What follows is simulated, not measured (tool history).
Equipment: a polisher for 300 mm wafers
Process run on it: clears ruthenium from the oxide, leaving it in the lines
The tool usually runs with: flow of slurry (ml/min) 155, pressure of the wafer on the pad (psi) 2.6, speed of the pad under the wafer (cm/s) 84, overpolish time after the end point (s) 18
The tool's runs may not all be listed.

run	hour	flow of slurry (ml/min)	pressure of the wafer on the pad (psi)	speed of the pad under the wafer (cm/s)	overpolish time after the end point (s)	wafers since the last listed run	wafers polished on this pad	hours since the slurry nozzle was cleaned	hours since the head pressure was calibrated	incoming thickness of the incoming film, nm	time until the end point was called (s)
1	0.0	155	2.6	84	18	0	758	518.4	984.2	90.4	93.4
2	33.2	155	2.6	84	18	285	1043	551.6	1017.4	89.5	91.7
3	51.5	155	2.6	84	18	157	1200	569.9	1035.7	89.9	90.4
4	65.7	155	2.6	84	18	121	1322	584.1	1049.9	89.1	89.1
# hour 82.7: worn pad replaced by a new one
5	90.9	155	2.6	84	18	182	70	609.3	1075.1	89.2	91.0
6	111.7	155	2.6	84	18	178	248	630.1	1095.9	88.8	91.6
7	126.4	155	2.6	84	18	126	375	644.8	1110.6	90.3	93.3
8	151.2	155	2.6	84	18	213	588	669.6	1135.4	90.3	94.1
9	176.3	155	2.6	84	18	215	803	694.7	1160.5	91.1	93.6
10	191.0	155	2.6	84	18	126	929	709.4	1175.2	89.8	91.3
# hour 219.3: worn pad replaced by a new one
11	220.5	155	2.6	84	18	219	10	738.9	1204.7	89.0	91.5
12	237.6	140	2.6	104	18	146	157	756.0	1221.8	90.6	77.2
13	264.9	140	2.6	104	18	234	392	783.3	1249.1	89.8	74.2
# hour 303.9: slurry nozzle cleaned
# hour 365.1: head pressure recalibrated
14	365.6	155	2.6	84	11	839	1231	61.7	0.5	90.2	79.3
15	392.7	125	3.4	84	26	232	1464	88.8	27.6	91.1	62.4
# hour 399.2: worn pad replaced by a new one
16	421.9	155	2.6	84	18	216	195	118.0	56.8	90.0	81.9
17	440.4	155	2.6	84	18	158	354	136.5	75.3	90.5	81.0
18	453.6	155	2.6	62	9	113	467	149.7	88.5	90.6	110.8
19	480.2	155	3.4	98	12	228	696	176.3	115.1	90.2	53.7
20	515.2	110	3.3	112	7	300	996	211.3	150.1	90.4	51.1
21	543.6	200	3.2	84	8	243	1240	239.7	178.5	89.9	65.7
# hour 556.3: worn pad replaced by a new one
22	573.8	135	3.3	84	18	225	150	269.9	208.7	90.2	68.1
23	652.3	155	2.6	84	8	674	824	348.4	287.2	91.7	89.0
24	686.4	120	2.6	58	18	292	1117	382.5	321.3	88.7	129.9
25	703.0	155	2.6	84	18	142	1259	399.1	337.9	90.3	86.7
26	716.8	155	2.6	84	18	118	1378	412.9	351.7	89.8	87.2
# hour 731.0: worn pad replaced by a new one
27	748.7	125	2.6	84	28	239	152	444.8	383.6	88.0	87.9
28	765.6	115	2.6	84	18	145	297	461.7	400.5	90.4	93.7
29	789.1	205	2.0	104	14	201	499	485.2	424.0	89.9	91.8

List, for all runs, the conditions of the tool that the log does not record:
removal rate lost through wear of the pad, %: 0 across all the runs
H1: slurry flow missing at the pad, %
H2: deviation of the head's pressure from its setpoint, %
run	H1	H2
1	28.8	-9.87
2	30.6	-9.97
3	31.6	-10
4	32.3	-10.1
5	33.7	-10.1
6	34.8	-10.2
7	35.6	-10.2
8	37	-10.3
9	38.3	-10.3
10	39.1	-10.4
11	40.7	-10.4
12	41.6	-10.4
13	43.1	-10.5
14	3.96	-0.129
15	5.42	-0.87
16	7	-1.62
17	8	-2.07
18	8.71	-2.38
19	10.1	-2.98
20	12	-3.71
21	13.6	-4.27
22	15.2	-4.82
23	19.4	-6.09
24	21.3	-6.58
25	22.2	-6.8
26	22.9	-6.98
27	24.6	-7.38
28	25.6	-7.58
29	26.8	-7.84

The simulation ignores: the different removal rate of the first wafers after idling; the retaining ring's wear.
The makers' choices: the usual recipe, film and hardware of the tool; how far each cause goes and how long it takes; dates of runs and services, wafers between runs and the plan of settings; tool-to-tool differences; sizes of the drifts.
